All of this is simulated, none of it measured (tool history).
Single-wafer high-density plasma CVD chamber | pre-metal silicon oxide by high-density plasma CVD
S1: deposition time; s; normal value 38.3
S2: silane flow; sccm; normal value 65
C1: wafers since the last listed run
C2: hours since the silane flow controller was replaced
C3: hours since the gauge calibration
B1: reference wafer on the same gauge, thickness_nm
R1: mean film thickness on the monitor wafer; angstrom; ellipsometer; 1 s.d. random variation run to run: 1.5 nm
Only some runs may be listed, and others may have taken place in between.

{"run": 1, "hour": 0.0, "S1": 35.0, "S2": 74, "C1": 0, "C2": 2862.7, "C3": 82.1, "B1": 279.567, "R1": 2633.21}
{"run": 2, "hour": 16.4, "S1": 35.0, "S2": 74, "C1": 382, "C2": 2879.1, "C3": 98.5, "B1": 280.183, "R1": 2632.02}
{"run": 3, "hour": 35.1, "S1": 35.0, "S2": 74, "C1": 435, "C2": 2897.8, "C3": 117.2, "B1": 279.821, "R1": 2652.06}
{"run": 4, "hour": 61.0, "S1": 36.7, "S2": 65, "C1": 603, "C2": 2923.7, "C3": 143.1, "B1": 280.07, "R1": 2469.56}
{"run": 5, "hour": 85.4, "S1": 38.3, "S2": 68, "C1": 568, "C2": 2948.1, "C3": 167.5, "B1": 280.282, "R1": 2692.48}
{"run": 6, "hour": 105.1, "S1": 38.3, "S2": 68, "C1": 459, "C2": 2967.8, "C3": 187.2, "B1": 279.765, "R1": 2626.52}
{"run": 7, "hour": 136.6, "S1": 38.3, "S2": 68, "C1": 734, "C2": 2999.3, "C3": 218.7, "B1": 280.021, "R1": 2651.29}
{"run": 8, "hour": 159.7, "S1": 38.3, "S2": 65, "C1": 538, "C2": 3022.4, "C3": 241.8, "B1": 279.876, "R1": 2540.65}
{"run": 9, "hour": 190.6, "S1": 44.6, "S2": 56, "C1": 720, "C2": 3053.3, "C3": 272.7, "B1": 280.278, "R1": 2562.41}
{"run": 10, "hour": 207.8, "S1": 36.2, "S2": 58, "C1": 400, "C2": 3070.5, "C3": 289.9, "B1": 279.869, "R1": 2160.79}
{"run": 11, "hour": 225.7, "S1": 45.2, "S2": 65, "C1": 417, "C2": 3088.4, "C3": 307.8, "B1": 280.082, "R1": 2982.39}
{"hour": 247.1, "done": "gauge calibrated"}
{"run": 12, "hour": 254.3, "S1": 36.1, "S2": 65, "C1": 666, "C2": 3117.0, "C3": 7.2, "B1": 279.98, "R1": 2409.73}
{"hour": 272.9, "done": "silane flow controller replaced"}
{"run": 13, "hour": 288.8, "S1": 38.3, "S2": 65, "C1": 617, "C2": 15.9, "C3": 41.7, "B1": 279.736, "R1": 2550.48}
{"run": 14, "hour": 301.3, "S1": 38.3, "S2": 69, "C1": 291, "C2": 28.4, "C3": 54.2, "B1": 280.086, "R1": 2700.86}
{"run": 15, "hour": 330.9, "S1": 31.0, "S2": 57, "C1": 689, "C2": 58.0, "C3": 83.8, "B1": 279.851, "R1": 1810.74}
{"run": 16, "hour": 346.6, "S1": 41.6, "S2": 71, "C1": 365, "C2": 73.7, "C3": 99.5, "B1": 279.935, "R1": 3011.58}

What was the tool's hidden state at every run in the log?
delivered silane flow above the setpoint (%): 0 in every run
gauge reads high (%): 0 in every run
